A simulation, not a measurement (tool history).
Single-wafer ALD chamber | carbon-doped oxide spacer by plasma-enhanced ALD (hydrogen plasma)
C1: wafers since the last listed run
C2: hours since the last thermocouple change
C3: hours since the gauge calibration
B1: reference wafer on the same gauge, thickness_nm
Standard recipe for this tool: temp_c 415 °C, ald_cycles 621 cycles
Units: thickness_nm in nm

Run 1, hour 0.0: usual settings; C1 0; C2 2667.7; C3 845.5; B1 35.296. Result: thickness_nm 29.604 nm.
Run 2, hour 78.6: usual settings; C1 60; C2 2746.3; C3 924.1; B1 35.326. Result: thickness_nm 29.528 nm.
Run 3, hour 119.8: usual settings but temp_c 408 °C; C1 31; C2 2787.5; C3 965.3; B1 35.294. Result: thickness_nm 30.103 nm.
Run 4, hour 200.6: usual settings but temp_c 420 °C, ald_cycles 650 cycles; C1 62; C2 2868.3; C3 1046.1; B1 35.312. Result: thickness_nm 30.549 nm.
Run 5, hour 259.0: usual settings but temp_c 404 °C, ald_cycles 549 cycles; C1 45; C2 2926.7; C3 1104.5; B1 35.296. Result: thickness_nm 26.898 nm.
Run 6, hour 330.0: usual settings but temp_c 404 °C, ald_cycles 549 cycles; C1 55; C2 2997.7; C3 1175.5; B1 35.284. Result: thickness_nm 26.829 nm.
Run 7, hour 389.8: usual settings but temp_c 404 °C, ald_cycles 549 cycles; C1 46; C2 3057.5; C3 1235.3; B1 35.284. Result: thickness_nm 26.818 nm.
Run 8, hour 488.9: usual settings but temp_c 412 °C; C1 76; C2 3156.6; C3 1334.4; B1 35.304. Result: thickness_nm 29.933 nm.
At hour 543.0: thermocouple changed; heater temperature recalibrated.
Run 9, hour 543.5: usual settings; C1 36; C2 0.5; C3 1389.0; B1 35.289. Result: thickness_nm 29.501 nm.
At hour 576.7: gauge calibrated.
Run 10, hour 635.2: usual settings but ald_cycles 581 cycles; C1 71; C2 92.2; C3 58.5; B1 35.298. Result: thickness_nm 27.679 nm.
Run 11, hour 699.2: usual settings but temp_c 405 °C, ald_cycles 557 cycles; C1 49; C2 156.2; C3 122.5; B1 35.329. Result: thickness_nm 27.310 nm.
Run 12, hour 783.4: usual settings but temp_c 404 °C, ald_cycles 712 cycles; C1 65; C2 240.4; C3 206.7; B1 35.303. Result: thickness_nm 34.950 nm.
Run 13, hour 854.7: usual settings but temp_c 404 °C, ald_cycles 549 cycles; C1 55; C2 311.7; C3 278.0; B1 35.321. Result: thickness_nm 27.004 nm.
Run 14, hour 905.3: usual settings but temp_c 427 °C; C1 39; C2 362.3; C3 328.6; B1 35.301. Result: thickness_nm 28.693 nm.
Run 15, hour 995.0: usual settings; C1 69; C2 452.0; C3 418.3; B1 35.309. Result: thickness_nm 29.656 nm.
Run 16, hour 1046.6: usual settings; C1 40; C2 503.6; C3 469.9; B1 35.325. Result: thickness_nm 29.581 nm.
Run 17, hour 1127.1: usual settings; C1 62; C2 584.1; C3 550.4; B1 35.328. Result: thickness_nm 29.600 nm.
Run 18, hour 1217.8: usual settings but temp_c 403 °C; C1 70; C2 674.8; C3 641.1; B1 35.308. Result: thickness_nm 30.596 nm.

Describe how what the log doesn't record of the tool's condition differs between the last listed run preceding each entry between runs and the first listed run following it.
From run 8 to run 9: thermocouple changed; heater temperature recalibrated (hour 543.0)
  nothing in the hidden state changes from one run to the other
From run 9 to run 10: gauge calibrated (hour 576.7)
  nothing in the hidden state changes from one run to the other
